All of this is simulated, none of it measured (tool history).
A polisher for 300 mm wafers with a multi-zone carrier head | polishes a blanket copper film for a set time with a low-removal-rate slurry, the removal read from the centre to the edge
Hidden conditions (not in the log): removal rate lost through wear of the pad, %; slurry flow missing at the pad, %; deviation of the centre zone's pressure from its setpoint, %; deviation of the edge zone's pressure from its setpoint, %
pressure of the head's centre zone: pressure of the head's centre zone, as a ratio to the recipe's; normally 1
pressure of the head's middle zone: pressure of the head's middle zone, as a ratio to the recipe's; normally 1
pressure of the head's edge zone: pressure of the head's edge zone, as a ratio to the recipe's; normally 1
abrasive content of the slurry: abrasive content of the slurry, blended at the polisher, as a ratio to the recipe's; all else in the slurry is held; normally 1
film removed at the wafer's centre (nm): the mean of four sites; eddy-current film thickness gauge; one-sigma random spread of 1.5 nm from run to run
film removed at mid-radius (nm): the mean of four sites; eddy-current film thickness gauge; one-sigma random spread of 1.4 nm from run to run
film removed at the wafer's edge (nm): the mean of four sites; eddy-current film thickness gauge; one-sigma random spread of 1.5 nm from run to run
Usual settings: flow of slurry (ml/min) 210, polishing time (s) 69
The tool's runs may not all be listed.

run	day	flow of slurry (ml/min)	pressure of the head's centre zone	pressure of the head's middle zone	pressure of the head's edge zone	abrasive content of the slurry	polishing time (s)	wafers since the last listed run	wafers polished on this pad	hours since the slurry nozzle was cleaned	hours since the centre zone pressure was calibrated	hours since the edge zone pressure was calibrated	hours since the carrier head's membrane was replaced	incoming thickness of the incoming film, nm	film removed at the wafer's centre (nm)	film removed at mid-radius (nm)	film removed at the wafer's edge (nm)
1	0	210	1	1	1.09	1	69	0	5	189.8	358.4	1083.6	809.3	844.2	188.5	190.5	201.8
2	0.321	210	1	1	1.09	1	69	86	91	197.5	366.1	1091.3	817	851.8	191.5	192.6	200.3
3	1.021	210	1	1	1	1	69	188	280	214.3	382.9	1108.1	833.8	846.4	190.5	190.4	196.6
# day 1.496: slurry nozzle cleaned
4	1.642	210	1	1	1	1	69	156	436	3.5	397.8	1123	848.7	843.7	192.8	189.7	196.6
5	2.242	210	1	1	1	1.15	69	161	597	17.9	412.2	1137.4	863.1	844.8	199.2	198.6	200.3
6	2.833	210	1	1	1	1.15	69	159	757	32.1	426.4	1151.6	877.3	826.8	195.2	196.8	202.5
# day 3.221: worn pad replaced by a new one
7	3.379	210	1	1	1	1	69	102	42	45.2	439.5	1164.7	890.4	845.7	189.5	189.7	191.1
8	3.967	210	1	1	1	1	55	158	200	59.3	453.6	1178.8	904.5	828.8	154	151.8	153.2
9	4.462	165	1	1	1	0.7	69	133	334	71.2	465.5	1190.7	916.4	845.6	169	167	173.7
10	5.079	235	0.97	0.9	1	0.7	69	166	500	86	480.3	1205.5	931.2	821.8	169.4	161.9	178.1
# day 5.608: carrier head's membrane replaced by a new one
11	5.658	150	1	0.89	1	1	69	99	600	99.9	494.2	1219.4	1.2	834.1	182	165.4	190.5
# day 5.971: centre zone pressure recalibrated
12	6.288	210	1	0.93	1	0.8	47	147	747	115	7.6	1234.5	16.3	841.3	123.6	113.8	125
# day 6.583: worn pad replaced by a new one
13	6.604	265	1	1	1	0.75	56	40	6	122.6	15.2	1242.1	23.9	853.1	149	147.4	148.6
# day 7.117: edge zone pressure recalibrated
14	7.15	210	1	1	1	1	56	124	130	135.7	28.3	0.8	37	851.5	153.8	153.1	158.3
15	8.021	210	1.04	0.92	1	1.2	69	234	365	156.6	49.2	21.7	57.9	844	208.5	186.2	201.4
16	8.525	210	1	1	1.03	0.85	69	135	500	168.7	61.3	33.8	70	845.6	180.5	183.6	188.1
17	9.092	210	1	1	1	1	69	152	653	182.3	74.9	47.4	83.6	852.8	188.9	190.1	191.5
# day 9.517: worn pad replaced by a new one
18	9.538	140	1	1	1	1.25	69	75	5	193	85.6	58.1	94.3	839.3	192.1	192.5	194.1
19	9.921	150	1	0.89	1	1	69	103	108	202.2	94.8	67.3	103.5	842.8	180.8	162.4	186.3
# day 10.333: slurry nozzle cleaned
20	10.629	210	1	1	1	1	69	179	287	7.1	111.8	84.3	120.5	846.4	190.7	189.2	193.3
21	11.167	210	1	1	0.93	0.85	69	144	432	20	124.7	97.2	133.4	853.3	183.9	183.2	179.3

Describe how what the log doesn't record of the tool's condition differs between the last listed run preceding each entry between runs and the first listed run following it.
Between runs 3 and 4: slurry nozzle cleaned (day 1.496)
  the hidden state is the same at both runs
Between runs 6 and 7: worn pad replaced by a new one (day 3.221)
  the hidden state is the same at both runs
Between runs 10 and 11: carrier head's membrane replaced by a new one (day 5.608)
  the hidden state is the same at both runs
Between runs 11 and 12: centre zone pressure recalibrated (day 5.971)
  the hidden state is the same at both runs
Between runs 12 and 13: worn pad replaced by a new one (day 6.583)
  the hidden state is the same at both runs
Between runs 13 and 14: edge zone pressure recalibrated (day 7.117)
  the hidden state is the same at both runs
Between runs 17 and 18: worn pad replaced by a new one (day 9.517)
  the hidden state is the same at both runs
Between runs 19 and 20: slurry nozzle cleaned (day 10.333)
  the hidden state is the same at both runs

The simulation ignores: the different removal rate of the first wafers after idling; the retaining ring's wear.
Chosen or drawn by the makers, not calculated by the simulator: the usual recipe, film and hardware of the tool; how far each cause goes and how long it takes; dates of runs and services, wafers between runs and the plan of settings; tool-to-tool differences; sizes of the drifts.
